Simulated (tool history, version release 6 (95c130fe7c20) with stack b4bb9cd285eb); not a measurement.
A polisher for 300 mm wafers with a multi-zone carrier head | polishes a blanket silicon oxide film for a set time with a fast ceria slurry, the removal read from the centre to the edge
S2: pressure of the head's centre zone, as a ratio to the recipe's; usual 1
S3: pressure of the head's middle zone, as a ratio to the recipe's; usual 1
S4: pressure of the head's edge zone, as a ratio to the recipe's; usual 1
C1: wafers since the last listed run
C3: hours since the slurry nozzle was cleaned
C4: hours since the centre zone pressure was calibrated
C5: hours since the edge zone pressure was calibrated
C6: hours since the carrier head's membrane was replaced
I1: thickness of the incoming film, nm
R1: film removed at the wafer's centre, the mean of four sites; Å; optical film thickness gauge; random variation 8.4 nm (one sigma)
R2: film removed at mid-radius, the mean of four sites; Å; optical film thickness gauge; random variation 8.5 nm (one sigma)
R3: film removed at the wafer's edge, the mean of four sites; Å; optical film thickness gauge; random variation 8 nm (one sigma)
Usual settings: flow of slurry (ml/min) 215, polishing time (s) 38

{"run": 1, "day": 0.0, "flow of slurry (ml/min)": 215, "S2": 1, "S3": 1, "S4": 1.05, "polishing time (s)": 43, "C1": 0, "wafers polished on this pad": 290, "C3": 299.1, "C4": 499.6, "C5": 684.3, "C6": 1141.7, "I1": 2156.8, "R1": 6501, "R2": 6698, "R3": 6510}
{"run": 2, "day": 1.196, "flow of slurry (ml/min)": 215, "S2": 1, "S3": 1, "S4": 1.05, "polishing time (s)": 43, "C1": 475, "wafers polished on this pad": 765, "C3": 327.8, "C4": 528.3, "C5": 713, "C6": 1170.4, "I1": 2148.5, "R1": 6377, "R2": 6485, "R3": 6578}
{"day": 1.946, "done": "worn pad replaced by a new one"}
{"run": 3, "day": 2.188, "flow of slurry (ml/min)": 215, "S2": 1, "S3": 1, "S4": 1, "polishing time (s)": 38, "C1": 327, "wafers polished on this pad": 96, "C3": 351.6, "C4": 552.1, "C5": 736.8, "C6": 1194.2, "I1": 2135.4, "R1": 5734, "R2": 5769, "R3": 5829}
{"run": 4, "day": 3.708, "flow of slurry (ml/min)": 215, "S2": 1, "S3": 1, "S4": 1, "polishing time (s)": 38, "C1": 604, "wafers polished on this pad": 700, "C3": 388.1, "C4": 588.6, "C5": 773.3, "C6": 1230.7, "I1": 2168.2, "R1": 5534, "R2": 5741, "R3": 5640}
{"day": 4.729, "done": "worn pad replaced by a new one"}
{"run": 5, "day": 4.842, "flow of slurry (ml/min)": 215, "S2": 1, "S3": 1, "S4": 1, "polishing time (s)": 38, "C1": 384, "wafers polished on this pad": 45, "C3": 415.3, "C4": 615.8, "C5": 800.5, "C6": 1257.9, "I1": 2132.3, "R1": 5660, "R2": 6004, "R3": 5733}
{"day": 5.2, "done": "edge zone pressure recalibrated"}
{"day": 5.45, "done": "centre zone pressure recalibrated"}
{"day": 5.621, "done": "carrier head's membrane replaced by a new one"}
{"run": 6, "day": 5.662, "flow of slurry (ml/min)": 215, "S2": 1, "S3": 1, "S4": 1, "polishing time (s)": 38, "C1": 192, "wafers polished on this pad": 237, "C3": 435, "C4": 5.1, "C5": 11.1, "C6": 1, "I1": 2148.1, "R1": 5514, "R2": 5826, "R3": 5672}
{"run": 7, "day": 6.7, "flow of slurry (ml/min)": 215, "S2": 1, "S3": 1, "S4": 1, "polishing time (s)": 38, "C1": 412, "wafers polished on this pad": 649, "C3": 459.9, "C4": 30, "C5": 36, "C6": 25.9, "I1": 2159, "R1": 5350, "R2": 5634, "R3": 5717}
{"day": 7.804, "done": "worn pad replaced by a new one"}
{"run": 8, "day": 7.825, "flow of slurry (ml/min)": 215, "S2": 1, "S3": 1, "S4": 1, "polishing time (s)": 38, "C1": 380, "wafers polished on this pad": 7, "C3": 486.9, "C4": 57, "C5": 63, "C6": 52.9, "I1": 2110.5, "R1": 5747, "R2": 5869, "R3": 5993}
{"day": 7.879, "done": "slurry nozzle cleaned"}
{"run": 9, "day": 8.238, "flow of slurry (ml/min)": 145, "S2": 1, "S3": 1, "S4": 1, "polishing time (s)": 44, "C1": 147, "wafers polished on this pad": 154, "C3": 8.6, "C4": 66.9, "C5": 72.9, "C6": 62.8, "I1": 2132, "R1": 6117, "R2": 6360, "R3": 6409}
{"run": 10, "day": 9.225, "flow of slurry (ml/min)": 215, "S2": 1, "S3": 1, "S4": 1, "polishing time (s)": 38, "C1": 392, "wafers polished on this pad": 547, "C3": 32.3, "C4": 90.6, "C5": 96.6, "C6": 86.5, "I1": 2157.3, "R1": 5533, "R2": 5845, "R3": 5746}
{"run": 11, "day": 9.883, "flow of slurry (ml/min)": 155, "S2": 1, "S3": 1.12, "S4": 1, "polishing time (s)": 38, "C1": 261, "wafers polished on this pad": 808, "C3": 48.1, "C4": 106.4, "C5": 112.4, "C6": 102.3, "I1": 2150.1, "R1": 5230, "R2": 5875, "R3": 5289}
{"run": 12, "day": 10.883, "flow of slurry (ml/min)": 285, "S2": 0.9, "S3": 1, "S4": 1, "polishing time (s)": 38, "C1": 397, "wafers polished on this pad": 1206, "C3": 72.1, "C4": 130.4, "C5": 136.4, "C6": 126.3, "I1": 2166, "R1": 5353, "R2": 5705, "R3": 5680}
{"day": 11.258, "done": "worn pad replaced by a new one"}
{"run": 13, "day": 12.083, "flow of slurry (ml/min)": 170, "S2": 1, "S3": 1.06, "S4": 1, "polishing time (s)": 38, "C1": 410, "wafers polished on this pad": 327, "C3": 100.9, "C4": 159.2, "C5": 165.2, "C6": 155.1, "I1": 2151.7, "R1": 5455, "R2": 5934, "R3": 5580}
{"run": 14, "day": 13.062, "flow of slurry (ml/min)": 215, "S2": 1, "S3": 1, "S4": 1.06, "polishing time (s)": 47, "C1": 389, "wafers polished on this pad": 716, "C3": 124.4, "C4": 182.7, "C5": 188.7, "C6": 178.6, "I1": 2173.6, "R1": 6670, "R2": 7031, "R3": 6961}
{"day": 13.883, "done": "worn pad replaced by a new one"}
{"run": 15, "day": 13.904, "flow of slurry (ml/min)": 260, "S2": 0.94, "S3": 0.9, "S4": 1.03, "polishing time (s)": 38, "C1": 268, "wafers polished on this pad": 8, "C3": 144.6, "C4": 202.9, "C5": 208.9, "C6": 198.8, "I1": 2164.3, "R1": 5710, "R2": 5491, "R3": 6090}
{"run": 16, "day": 15.188, "flow of slurry (ml/min)": 250, "S2": 1, "S3": 1, "S4": 1, "polishing time (s)": 50, "C1": 509, "wafers polished on this pad": 518, "C3": 175.4, "C4": 233.7, "C5": 239.7, "C6": 229.6, "I1": 2131.4, "R1": 7194, "R2": 7660, "R3": 7611}

Forecast each of these 4 alternatives for the next run:
{"run": "A", "day": 15.204, "flow of slurry (ml/min)": 215, "S2": 1, "S3": 1.03, "S4": 1, "polishing time (s)": 38, "C1": 6, "wafers polished on this pad": 524, "C3": 175.8, "C4": 234.1, "C5": 240.1, "C6": 230, "I1": 2121.9, "R1": "?", "R2": "?", "R3": "?"}
{"run": "B", "day": 15.204, "flow of slurry (ml/min)": 255, "S2": 1, "S3": 1, "S4": 1, "polishing time (s)": 38, "C1": 6, "wafers polished on this pad": 524, "C3": 175.8, "C4": 234.1, "C5": 240.1, "C6": 230, "I1": 2121.9, "R1": "?", "R2": "?", "R3": "?"}
{"run": "C", "day": 15.204, "flow of slurry (ml/min)": 215, "S2": 1, "S3": 1, "S4": 1.12, "polishing time (s)": 38, "C1": 6, "wafers polished on this pad": 524, "C3": 175.8, "C4": 234.1, "C5": 240.1, "C6": 230, "I1": 2121.9, "R1": "?", "R2": "?", "R3": "?"}
{"run": "D", "day": 15.204, "flow of slurry (ml/min)": 155, "S2": 1, "S3": 1, "S4": 0.9, "polishing time (s)": 26, "C1": 6, "wafers polished on this pad": 524, "C3": 175.8, "C4": 234.1, "C5": 240.1, "C6": 230, "I1": 2121.9, "R1": "?", "R2": "?", "R3": "?"}

run=A R1=5624 R2=6015 R3=5597
run=B R1=5756 R2=5991 R3=5688
run=C R1=5622 R2=5865 R3=5923
run=D R1=3630 R2=3812 R3=3510
Without the tool's hidden state the same runs would have given:
run=A R1=5840 R2=6246 R3=5812
run=B R1=5977 R2=6221 R3=5907
run=C R1=5839 R2=6090 R3=6151
run=D R1=3770 R2=3958 R3=3645
